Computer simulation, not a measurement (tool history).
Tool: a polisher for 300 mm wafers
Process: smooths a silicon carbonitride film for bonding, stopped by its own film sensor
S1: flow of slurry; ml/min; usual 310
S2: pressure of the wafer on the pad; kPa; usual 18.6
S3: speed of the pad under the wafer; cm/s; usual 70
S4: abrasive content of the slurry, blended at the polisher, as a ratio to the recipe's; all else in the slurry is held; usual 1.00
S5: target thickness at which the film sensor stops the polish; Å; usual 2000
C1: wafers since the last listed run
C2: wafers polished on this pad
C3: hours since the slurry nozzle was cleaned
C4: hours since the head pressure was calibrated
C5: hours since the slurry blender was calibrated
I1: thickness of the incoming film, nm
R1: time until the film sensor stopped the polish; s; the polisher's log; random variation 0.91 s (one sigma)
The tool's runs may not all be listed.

run   hour   S1    S2  S3    S4    S5   C1    C2     C3      C4     C5     I1     R1
  1    0.0  310  18.6  70  1.00  2000    0   201  365.4  1343.1  132.5  230.3  120.1
  2   15.5  310  18.6  70  1.00  2000  139   340  380.9  1358.6  148.0  233.1  130.3
  3   37.9  310  18.6  70  1.00  2000  201   542  403.3  1381.0  170.4  230.4  119.3
  4   66.8  310  18.6  54  1.00  2000  260   802  432.2  1409.9  199.3  228.6  138.7
      95.8  -- head pressure recalibrated
  5   96.3  310  18.6  70  1.00  2000  247  1049  461.7     0.5  228.8  225.5  101.7
     118.7  -- slurry blender recalibrated
  6  123.7  310  14.5  70  1.00  2000  228  1278  489.1    27.9    5.0  232.4  150.9
  7  153.6  275  18.6  70  1.00  2000  269  1547  519.0    57.8   34.9  229.1  109.4
  8  170.3  280  18.6  60  0.75  1950  150  1697  535.7    74.5   51.6  227.6  174.6
  9  203.0  310  18.6  70  1.00  2000  294  1991  568.4   107.2   84.3  232.0  122.5
     236.1  -- worn pad replaced by a new one
 10  236.6  310  18.6  48  1.00  2000  266     4  602.0   140.8  117.9  232.3  167.4
     251.7  -- slurry nozzle cleaned
 11  296.1  310  13.1  70  1.15  2000  526   530   44.4   200.3  177.4  228.1  139.3
 12  311.1  310  18.6  70  1.00  2000  134   665   59.4   215.3  192.4  227.0  104.4
     336.1  -- slurry blender recalibrated
 13  346.1  240  18.6  70  1.00  2000  296   962   94.4   250.3   10.0  230.3  113.9
 14  371.0  265  18.6  70  1.00  2000  224  1186  119.3   275.2   34.9  228.4  106.3
 15  389.6  245  18.6  62  1.15  1970  167  1353  137.9   293.8   53.5  230.4  130.8
 16  417.2  310  18.6  70  0.75  2040  248  1602  165.5   321.4   81.1  228.4  118.2
 17  448.6  310  18.6  70  1.00  2000  282  1884  196.9   352.8  112.5  227.8  107.7
 18  473.7  310  18.6  70  1.00  1970  225  2110  222.0   377.9  137.6  229.0  123.8
     496.7  -- worn pad replaced by a new one
 19  497.8  310  13.1  70  1.00  2000  180    10  246.1   402.0  161.7  228.9  157.4
 20  515.4  310  15.2  46  0.90  2000  158   168  263.7   419.6  179.3  230.5  218.1
 21  547.6  420  18.6  70  1.30  2060  289   458  295.9   451.8  211.5  228.7   73.0
     560.4  -- slurry blender recalibrated
 22  566.6  210  18.6  70  1.15  2000  152   611  314.9   470.8    6.2  228.1   98.8
 23  597.0  310  13.1  90  1.30  1940  273   884  345.3   501.2   36.6  232.9  144.8
 24  610.5  310  18.6  70  1.00  2000  121  1006  358.8   514.7   50.1  229.4  111.5
 25  635.1  310  18.6  70  1.00  2000  221  1227  383.4   539.3   74.7  227.6  104.2
 26  658.9  240  18.6  70  1.00  2000  214  1441  407.2   563.1   98.5  228.4  111.7
 27  681.0  240  18.6  84  1.00  2000  198  1640  429.3   585.2  120.6  231.9  110.8
 28  707.0  310  18.6  70  0.90  2000  233  1874  455.3   611.2  146.6  229.2  123.3
     714.1  -- worn pad replaced by a new one
 29  742.9  310  15.2  70  1.00  2100  287   259  491.2   647.1  182.5  232.7  107.6

Forecast each of these 5 alternatives for the next run:
  A  743.3  310  18.6  70  1.00  2000   3  262  491.6  647.5  182.9  232.3   ?
  B  743.3  310  18.6  70  1.15  2000   3  262  491.6  647.5  182.9  232.3   ?
  C  743.3  270  18.6  88  0.80  2000   3  262  491.6  647.5  182.9  232.3   ?
  D  743.3  390  18.6  70  1.00  2060   3  262  491.6  647.5  182.9  232.3   ?
  E  743.3  210  12.4  92  1.00  2000   3  262  491.6  647.5  182.9  232.3   ?

run     R1
  A  126.9
  B  115.7
  C  129.1
  D  101.4
  E  160.5
Without the tool's hidden state the same runs would have given:
run     R1
  A  116.1
  B  106.7
  C  116.2
  D   92.8
  E  146.7
